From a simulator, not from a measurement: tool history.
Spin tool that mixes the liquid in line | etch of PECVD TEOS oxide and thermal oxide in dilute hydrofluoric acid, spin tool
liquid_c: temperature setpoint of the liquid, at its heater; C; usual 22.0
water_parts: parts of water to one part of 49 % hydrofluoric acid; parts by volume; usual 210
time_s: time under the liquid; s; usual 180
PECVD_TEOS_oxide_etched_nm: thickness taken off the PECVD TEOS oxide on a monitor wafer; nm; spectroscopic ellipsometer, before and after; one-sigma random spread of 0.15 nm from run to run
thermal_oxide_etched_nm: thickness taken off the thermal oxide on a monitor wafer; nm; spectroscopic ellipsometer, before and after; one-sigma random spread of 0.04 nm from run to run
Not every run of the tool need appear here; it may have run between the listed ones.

run   hour  liquid_c  water_parts  time_s  read-back film thickness of the PECVD TEOS oxide reference wafer, read on the same gauge (nm)  read-back film thickness of the thermal oxide reference wafer, read on the same gauge (nm)  PECVD_TEOS_oxide_etched_nm  thermal_oxide_etched_nm
  1    0.0      22.0          210     180                                                                                          40.04                                                                                     119.998                       19.58                    3.399
  2   27.8      22.0          210     180                                                                                          40.01                                                                                     120.010                       19.58                    3.384
  3   43.2      24.0          210     255                                                                                          39.99                                                                                     119.991                       29.65                    5.185
  4   76.5      24.0          210     255                                                                                          40.01                                                                                     120.010                       29.96                    5.173
  5  103.7      22.0          210     180                                                                                          40.04                                                                                     120.005                       19.49                    3.410
  6  134.1      22.0          210     180                                                                                          40.01                                                                                     120.015                       19.61                    3.377
  7  167.9      22.0          210     180                                                                                          39.98                                                                                     119.992                       19.53                    3.405
     182.9  -- hydrofluoric acid flow meter replaced
  8  202.9      22.0          210     180                                                                                          39.97                                                                                     120.001                       19.48                    3.416
  9  231.2      22.0          210     180                                                                                          40.04                                                                                     120.005                       19.65                    3.377
 10  243.4      22.0          210     110                                                                                          39.98                                                                                     119.958                       11.93                    2.128
 11  269.3      22.0          210     110                                                                                          40.00                                                                                     120.021                       11.94                    2.065
 12  301.9      22.0          210     180                                                                                          39.99                                                                                     119.991                       19.73                    3.413
 13  327.7      24.5          125     180                                                                                          40.01                                                                                     120.001                       39.69                    6.884
 14  345.8      26.0          125      80                                                                                          39.98                                                                                     119.985                       18.55                    3.186
 15  358.5      24.0          210     180                                                                                          39.98                                                                                     120.027                       21.35                    3.658
 16  371.3      19.0          210     130                                                                                          39.98                                                                                     120.015                       12.44                    2.212
 17  389.1      25.0          295     180                                                                                          40.00                                                                                     120.026                       14.45                    2.415
     395.9  -- gauge calibrated
     400.8  -- thermometer replaced
 18  405.8      24.0          210     210                                                                                          40.02                                                                                     120.015                       24.24                    4.194
 19  429.4      22.0          210     180                                                                                          40.02                                                                                     119.981                       19.47                    3.395
 20  451.4      25.5          210      70                                                                                          39.95                                                                                     119.984                        8.60                    1.496
 21  484.3      22.0          140      90                                                                                          39.99                                                                                     120.026                       15.88                    2.688
 22  512.3      24.0          295     245                                                                                          40.03                                                                                     119.957                       18.87                    3.220
 23  525.9      22.0          300     180                                                                                          40.00                                                                                     120.003                       12.47                    2.149
 24  559.9      22.0          210     180                                                                                          40.04                                                                                     120.031                       19.40                    3.377
 25  589.7      22.0          210     255                                                                                          39.99                                                                                     120.021                       27.76                    4.852
 26  618.3      22.0          210     125                                                                                          39.98                                                                                     119.995                       13.36                    2.352

Each row is a separate what-if for the run after 26, all from the same tool condition, not one after another. Results?
  A  618.8      22.0          210     260                                                                                              ?                                                                                           ?                           ?                        ?
  B  618.8      20.0          295     280                                                                                              ?                                                                                           ?                           ?                        ?
  C  618.8      20.0          210      90                                                                                              ?                                                                                           ?                           ?                        ?
  D  618.8      25.5          305     180                                                                                              ?                                                                                           ?                           ?                        ?

run  read-back film thickness of the PECVD TEOS oxide reference wafer, read on the same gauge (nm)  read-back film thickness of the thermal oxide reference wafer, read on the same gauge (nm)  PECVD_TEOS_oxide_etched_nm  thermal_oxide_etched_nm
  A                                                                                          39.97                                                                                     120.005                       28.35                    4.923
  B                                                                                          39.97                                                                                     120.005                       18.61                    3.232
  C                                                                                          39.97                                                                                     120.005                        9.10                    1.579
  D                                                                                          39.97                                                                                     120.005                       13.92                    2.417
What these runs would have given with no unlogged condition in the tool:
run  PECVD_TEOS_oxide_etched_nm  thermal_oxide_etched_nm
  A                       28.35                    4.923
  B                       18.61                    3.232
  C                        9.10                    1.579
  D                       13.92                    2.417
